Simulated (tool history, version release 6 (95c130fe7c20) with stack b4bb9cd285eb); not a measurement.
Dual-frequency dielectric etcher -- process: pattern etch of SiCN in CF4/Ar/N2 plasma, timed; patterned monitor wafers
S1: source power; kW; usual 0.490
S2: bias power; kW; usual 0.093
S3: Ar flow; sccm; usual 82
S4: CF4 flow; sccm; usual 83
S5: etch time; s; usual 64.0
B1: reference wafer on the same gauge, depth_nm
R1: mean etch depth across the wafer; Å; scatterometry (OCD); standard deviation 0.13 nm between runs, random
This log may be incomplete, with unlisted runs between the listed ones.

| run | day | S1 | S2 | S3 | S4 | S5 | B1 | R1 |
|---|---|---|---|---|---|---|---|---|
| 1 | 0.000 | 0.490 | 0.100 | 82 | 83 | 69.0 | 74.2 | 729 |
| 2 | 0.012 | 0.490 | 0.093 | 82 | 83 | 64.0 | 74.2 | 659 |
| 3 | 0.546 | 0.490 | 0.093 | 82 | 83 | 64.0 | 74.2 | 658 |
| 4 | 1.033 | 0.490 | 0.093 | 82 | 83 | 64.0 | 74.2 | 658 |
| 5 | 1.362 | 0.490 | 0.078 | 82 | 83 | 64.0 | 74.2 | 620 |
| 6 | 1.762 | 0.430 | 0.087 | 71 | 83 | 54.5 | 74.2 | 517 |
| 7 | 2.262 | 0.550 | 0.083 | 89 | 83 | 64.0 | 74.2 | 671 |
| 8 | 2.600 | 0.490 | 0.093 | 82 | 83 | 64.0 | 74.2 | 659 |
| 9 | 3.246 | 0.490 | 0.093 | 82 | 68 | 64.0 | 74.2 | 641 |
| 10 | 3.458 | 0.490 | 0.093 | 82 | 83 | 48.0 | 74.2 | 495 |
| 11 | 4.000 | 0.430 | 0.093 | 82 | 94 | 64.0 | 74.2 | 618 |
| 12 | 4.296 | 0.490 | 0.093 | 82 | 83 | 70.5 | 74.2 | 723 |
| 13 | 5.121 | 0.490 | 0.093 | 93 | 83 | 64.0 | 74.2 | 647 |
| 14 | 5.625 | 0.490 | 0.093 | 82 | 83 | 64.0 | 74.2 | 659 |
| 15 | 5.888 | 0.560 | 0.093 | 82 | 83 | 64.0 | 74.2 | 710 |
| 16 | 6.312 | 0.580 | 0.099 | 82 | 83 | 57.0 | 74.2 | 657 |
| 17 | 6.717 | 0.400 | 0.104 | 82 | 65 | 72.5 | 74.2 | 668 |
| 18 | 7.412 | 0.390 | 0.093 | 65 | 83 | 56.0 | 74.2 | 515 |
| 19 | 7.783 | 0.490 | 0.093 | 82 | 83 | 72.5 | 74.2 | 740 |
| 20 | 8.096 | 0.490 | 0.093 | 82 | 83 | 75.0 | 74.2 | 766 |
| 21 | 8.638 | 0.490 | 0.085 | 82 | 83 | 64.0 | 74.2 | 634 |
| 22 | 10.258 | 0.490 | 0.093 | 82 | 75 | 64.0 | 74.2 | 643 |

Put back what was entered between runs (4 entries, withheld): which listed runs does each sit between, and how does the hidden state differ from the listed run before to the listed run after?
After run 8, before run 9: CF4 flow controller replaced (day 3.225)
  etch rate over this chamber's usual, %: -0.368 -> -0.436
  what was measured, less what the result would be without the hidden state, R1: -2 -> -3 Å
After run 10, before run 11: bias power generator calibrated (day 3.950)
  etch rate over this chamber's usual, %: -0.459 -> -0.517
  what was measured, less what the result would be without the hidden state, R1: -2 -> -3 Å
After run 12, before run 13: gauge calibrated (day 5.083); source power generator calibrated (day 5.100)
  etch rate over this chamber's usual, %: -0.548 -> -0.636
  what was measured, less what the result would be without the hidden state, R1: -4 -> -4 Å
